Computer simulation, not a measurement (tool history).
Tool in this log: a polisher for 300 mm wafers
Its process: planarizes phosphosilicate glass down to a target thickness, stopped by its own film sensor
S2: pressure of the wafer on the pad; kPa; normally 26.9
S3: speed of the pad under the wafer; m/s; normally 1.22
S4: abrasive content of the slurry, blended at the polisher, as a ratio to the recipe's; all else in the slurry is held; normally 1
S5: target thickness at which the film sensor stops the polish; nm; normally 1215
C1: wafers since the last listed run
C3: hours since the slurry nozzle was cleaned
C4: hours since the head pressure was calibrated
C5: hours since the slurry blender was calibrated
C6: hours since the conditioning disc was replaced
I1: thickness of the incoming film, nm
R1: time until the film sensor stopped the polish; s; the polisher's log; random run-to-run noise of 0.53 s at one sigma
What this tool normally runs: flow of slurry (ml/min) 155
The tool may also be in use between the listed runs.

{"run": 1, "day": 0.0, "flow of slurry (ml/min)": 155, "S2": 26.9, "S3": 1.22, "S4": 1, "S5": 1215, "C1": 0, "wafers polished on this pad": 814, "C3": 146.1, "C4": 383.4, "C5": 35.7, "C6": 158, "I1": 2077, "R1": 66.5}
{"run": 2, "day": 0.483, "flow of slurry (ml/min)": 155, "S2": 26.9, "S3": 1.22, "S4": 1, "S5": 1215, "C1": 141, "wafers polished on this pad": 955, "C3": 157.7, "C4": 395, "C5": 47.3, "C6": 169.6, "I1": 2086.9, "R1": 67.2}
{"day": 1.15, "done": "worn pad replaced by a new one"}
{"run": 3, "day": 1.171, "flow of slurry (ml/min)": 195, "S2": 26.9, "S3": 1.22, "S4": 1.2, "S5": 1215, "C1": 151, "wafers polished on this pad": 5, "C3": 174.2, "C4": 411.5, "C5": 63.8, "C6": 186.1, "I1": 2076.3, "R1": 59.2}
{"run": 4, "day": 1.562, "flow of slurry (ml/min)": 155, "S2": 26.9, "S3": 1.22, "S4": 0.85, "S5": 1215, "C1": 114, "wafers polished on this pad": 119, "C3": 183.6, "C4": 420.9, "C5": 73.2, "C6": 195.5, "I1": 2113.5, "R1": 71.7}
{"run": 5, "day": 1.821, "flow of slurry (ml/min)": 155, "S2": 26.9, "S3": 1.22, "S4": 1.15, "S5": 1215, "C1": 75, "wafers polished on this pad": 195, "C3": 189.8, "C4": 427.1, "C5": 79.4, "C6": 201.7, "I1": 2091.1, "R1": 62.8}
{"run": 6, "day": 2.512, "flow of slurry (ml/min)": 155, "S2": 26.9, "S3": 1.22, "S4": 1, "S5": 1215, "C1": 201, "wafers polished on this pad": 397, "C3": 206.4, "C4": 443.7, "C5": 96, "C6": 218.3, "I1": 2065.1, "R1": 64.2}
{"run": 7, "day": 2.862, "flow of slurry (ml/min)": 155, "S2": 26.9, "S3": 1.22, "S4": 1, "S5": 1215, "C1": 102, "wafers polished on this pad": 499, "C3": 214.8, "C4": 452.1, "C5": 104.4, "C6": 226.7, "I1": 2082.1, "R1": 64.9}
{"run": 8, "day": 3.362, "flow of slurry (ml/min)": 155, "S2": 26.9, "S3": 1.22, "S4": 1, "S5": 1215, "C1": 145, "wafers polished on this pad": 645, "C3": 226.8, "C4": 464.1, "C5": 116.4, "C6": 238.7, "I1": 2068.1, "R1": 64.7}
{"day": 3.721, "done": "head pressure recalibrated"}
{"run": 9, "day": 3.733, "flow of slurry (ml/min)": 155, "S2": 26.9, "S3": 1.22, "S4": 1, "S5": 1215, "C1": 83, "wafers polished on this pad": 729, "C3": 235.7, "C4": 0.3, "C5": 125.3, "C6": 247.6, "I1": 2086.5, "R1": 66.6}
{"run": 10, "day": 4.304, "flow of slurry (ml/min)": 155, "S2": 26.9, "S3": 1.22, "S4": 1, "S5": 1215, "C1": 166, "wafers polished on this pad": 895, "C3": 249.4, "C4": 14, "C5": 139, "C6": 261.3, "I1": 2089.4, "R1": 68.2}
{"day": 4.542, "done": "slurry blender recalibrated"}
{"run": 11, "day": 4.996, "flow of slurry (ml/min)": 200, "S2": 20.7, "S3": 1.52, "S4": 1, "S5": 1059, "C1": 177, "wafers polished on this pad": 1073, "C3": 266, "C4": 30.6, "C5": 10.9, "C6": 277.9, "I1": 2065.7, "R1": 79.7}
{"day": 5.442, "done": "worn pad replaced by a new one"}
{"run": 12, "day": 5.462, "flow of slurry (ml/min)": 135, "S2": 33.8, "S3": 1.22, "S4": 1, "S5": 1215, "C1": 87, "wafers polished on this pad": 6, "C3": 277.2, "C4": 41.8, "C5": 22.1, "C6": 289.1, "I1": 2076.3, "R1": 53.2}
{"run": 13, "day": 6.0, "flow of slurry (ml/min)": 155, "S2": 26.9, "S3": 0.82, "S4": 1, "S5": 1404, "C1": 156, "wafers polished on this pad": 163, "C3": 290.1, "C4": 54.7, "C5": 35, "C6": 302, "I1": 2065, "R1": 68.2}
{"day": 6.138, "done": "conditioning disc replaced and pad reconditioned"}
{"day": 6.208, "done": "slurry nozzle cleaned"}
{"run": 14, "day": 6.617, "flow of slurry (ml/min)": 155, "S2": 33.1, "S3": 1.4, "S4": 1.1, "S5": 1382, "C1": 143, "wafers polished on this pad": 306, "C3": 9.8, "C4": 69.5, "C5": 49.8, "C6": 11.5, "I1": 2065.1, "R1": 36.9}
{"run": 15, "day": 7.279, "flow of slurry (ml/min)": 155, "S2": 26.9, "S3": 1.22, "S4": 1, "S5": 1215, "C1": 193, "wafers polished on this pad": 499, "C3": 25.7, "C4": 85.4, "C5": 65.7, "C6": 27.4, "I1": 2101.6, "R1": 67.9}
{"run": 16, "day": 8.308, "flow of slurry (ml/min)": 155, "S2": 26.9, "S3": 1.22, "S4": 1, "S5": 1518, "C1": 300, "wafers polished on this pad": 800, "C3": 50.4, "C4": 110.1, "C5": 90.4, "C6": 52.1, "I1": 2068.3, "R1": 41.5}
{"run": 17, "day": 8.738, "flow of slurry (ml/min)": 155, "S2": 26.9, "S3": 1.22, "S4": 1, "S5": 1215, "C1": 125, "wafers polished on this pad": 925, "C3": 60.7, "C4": 120.4, "C5": 100.7, "C6": 62.4, "I1": 2062.9, "R1": 65.2}
{"run": 18, "day": 9.058, "flow of slurry (ml/min)": 200, "S2": 26.9, "S3": 1.32, "S4": 1, "S5": 1215, "C1": 93, "wafers polished on this pad": 1019, "C3": 68.4, "C4": 128.1, "C5": 108.4, "C6": 70.1, "I1": 2060.1, "R1": 59.3}
{"run": 19, "day": 9.454, "flow of slurry (ml/min)": 155, "S2": 26.9, "S3": 1.22, "S4": 1, "S5": 1363, "C1": 115, "wafers polished on this pad": 1134, "C3": 77.9, "C4": 137.6, "C5": 117.9, "C6": 79.6, "I1": 2088, "R1": 56.1}
{"day": 10.0, "done": "worn pad replaced by a new one"}
{"run": 20, "day": 10.021, "flow of slurry (ml/min)": 155, "S2": 26.9, "S3": 1.22, "S4": 1, "S5": 1374, "C1": 116, "wafers polished on this pad": 5, "C3": 91.5, "C4": 151.2, "C5": 131.5, "C6": 93.2, "I1": 2074.7, "R1": 52.1}
{"day": 10.225, "done": "slurry blender recalibrated"}
{"run": 21, "day": 10.471, "flow of slurry (ml/min)": 120, "S2": 26.9, "S3": 1.22, "S4": 0.75, "S5": 1215, "C1": 106, "wafers polished on this pad": 112, "C3": 102.3, "C4": 162, "C5": 5.9, "C6": 104, "I1": 2118.1, "R1": 77.2}

4 options for the next run, each taken on its own from the tool as it stands now. Forecast them:
{"run": "A", "day": 10.488, "flow of slurry (ml/min)": 110, "S2": 26.9, "S3": 1.22, "S4": 1, "S5": 1215, "C1": 4, "wafers polished on this pad": 117, "C3": 102.7, "C4": 162.4, "C5": 6.3, "C6": 104.4, "I1": 2094.6, "R1": "?"}
{"run": "B", "day": 10.488, "flow of slurry (ml/min)": 130, "S2": 26.9, "S3": 1.22, "S4": 1.2, "S5": 937, "C1": 4, "wafers polished on this pad": 117, "C3": 102.7, "C4": 162.4, "C5": 6.3, "C6": 104.4, "I1": 2094.6, "R1": "?"}
{"run": "C", "day": 10.488, "flow of slurry (ml/min)": 140, "S2": 26.9, "S3": 1.5, "S4": 0.85, "S5": 1215, "C1": 4, "wafers polished on this pad": 117, "C3": 102.7, "C4": 162.4, "C5": 6.3, "C6": 104.4, "I1": 2094.6, "R1": "?"}
{"run": "D", "day": 10.488, "flow of slurry (ml/min)": 170, "S2": 26.9, "S3": 1.22, "S4": 1, "S5": 1215, "C1": 4, "wafers polished on this pad": 117, "C3": 102.7, "C4": 162.4, "C5": 6.3, "C6": 104.4, "I1": 2094.6, "R1": "?"}

run=A R1=69
run=B R1=82.9
run=C R1=59.9
run=D R1=64.8
Stripped of hidden state, with their random variation kept, the same runs would have yielded:
run=A R1=68.6
run=B R1=82.4
run=C R1=59.5
run=D R1=64.4
